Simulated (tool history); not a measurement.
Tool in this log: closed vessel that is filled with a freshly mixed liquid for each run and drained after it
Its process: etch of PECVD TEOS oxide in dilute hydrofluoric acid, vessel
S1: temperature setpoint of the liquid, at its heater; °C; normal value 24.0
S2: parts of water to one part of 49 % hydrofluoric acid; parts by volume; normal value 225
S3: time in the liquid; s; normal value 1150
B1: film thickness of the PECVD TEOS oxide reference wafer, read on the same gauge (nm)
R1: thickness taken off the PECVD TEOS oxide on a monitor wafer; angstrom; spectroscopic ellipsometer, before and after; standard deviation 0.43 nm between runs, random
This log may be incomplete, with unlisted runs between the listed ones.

| run | hour | S1 | S2 | S3 | B1 | R1 |
|---|---|---|---|---|---|---|
| 1 | 0.0 | 24.0 | 225 | 1150 | 119.99 | 674.2 |
| 2 | 34.8 | 24.0 | 225 | 1150 | 120.01 | 674.5 |
| 3 | 52.6 | 24.0 | 225 | 1150 | 120.04 | 680.2 |
| 4 | 70.8 | 20.5 | 225 | 1150 | 120.00 | 593.1 |
| 5 | 104.3 | 22.5 | 225 | 1150 | 119.98 | 640.1 |
| 6 | 121.7 | 22.5 | 225 | 1150 | 120.01 | 643.3 |
|  | 146.6 | hydrofluoric acid flow meter replaced |
| 7 | 150.3 | 23.0 | 160 | 1150 | 119.99 | 983.2 |
|  | 171.2 | thermometer replaced |
| 8 | 173.5 | 23.0 | 160 | 1150 | 120.02 | 1043.5 |
|  | 202.1 | gauge calibrated |
| 9 | 202.9 | 24.0 | 225 | 1715 | 119.99 | 1059.5 |
| 10 | 225.1 | 24.0 | 285 | 855 | 120.00 | 393.5 |
| 11 | 242.0 | 24.0 | 275 | 830 | 120.03 | 395.5 |
| 12 | 262.8 | 24.0 | 175 | 1150 | 120.02 | 978.3 |
|  | 269.2 | thermometer replaced, repeated, since the last time left the tool worse |
| 13 | 279.3 | 24.0 | 225 | 1150 | 119.99 | 632.9 |
| 14 | 332.5 | 24.0 | 225 | 515 | 119.98 | 287.6 |
| 15 | 364.1 | 28.0 | 150 | 1350 | 120.01 | 1413.1 |
| 16 | 389.7 | 19.5 | 185 | 1150 | 120.00 | 678.5 |
| 17 | 404.1 | 24.0 | 225 | 1810 | 120.01 | 1013.8 |

For each run, what was the tool's unlogged condition?
hydrofluoric acid flow below the setpoint (%): 0 at every run
gauge reads high (%): 0 at every run
H1: liquid hotter than its thermometer reads (K)
| run | H1 |
|---|---|
| 1 | 1.47 |
| 2 | 1.52 |
| 3 | 1.54 |
| 4 | 1.57 |
| 5 | 1.61 |
| 6 | 1.64 |
| 7 | 1.68 |
| 8 | 3.12 |
| 9 | 3.16 |
| 10 | 3.19 |
| 11 | 3.21 |
| 12 | 3.24 |
| 13 | 0.0447 |
| 14 | 0.117 |
| 15 | 0.16 |
| 16 | 0.195 |
| 17 | 0.215 |
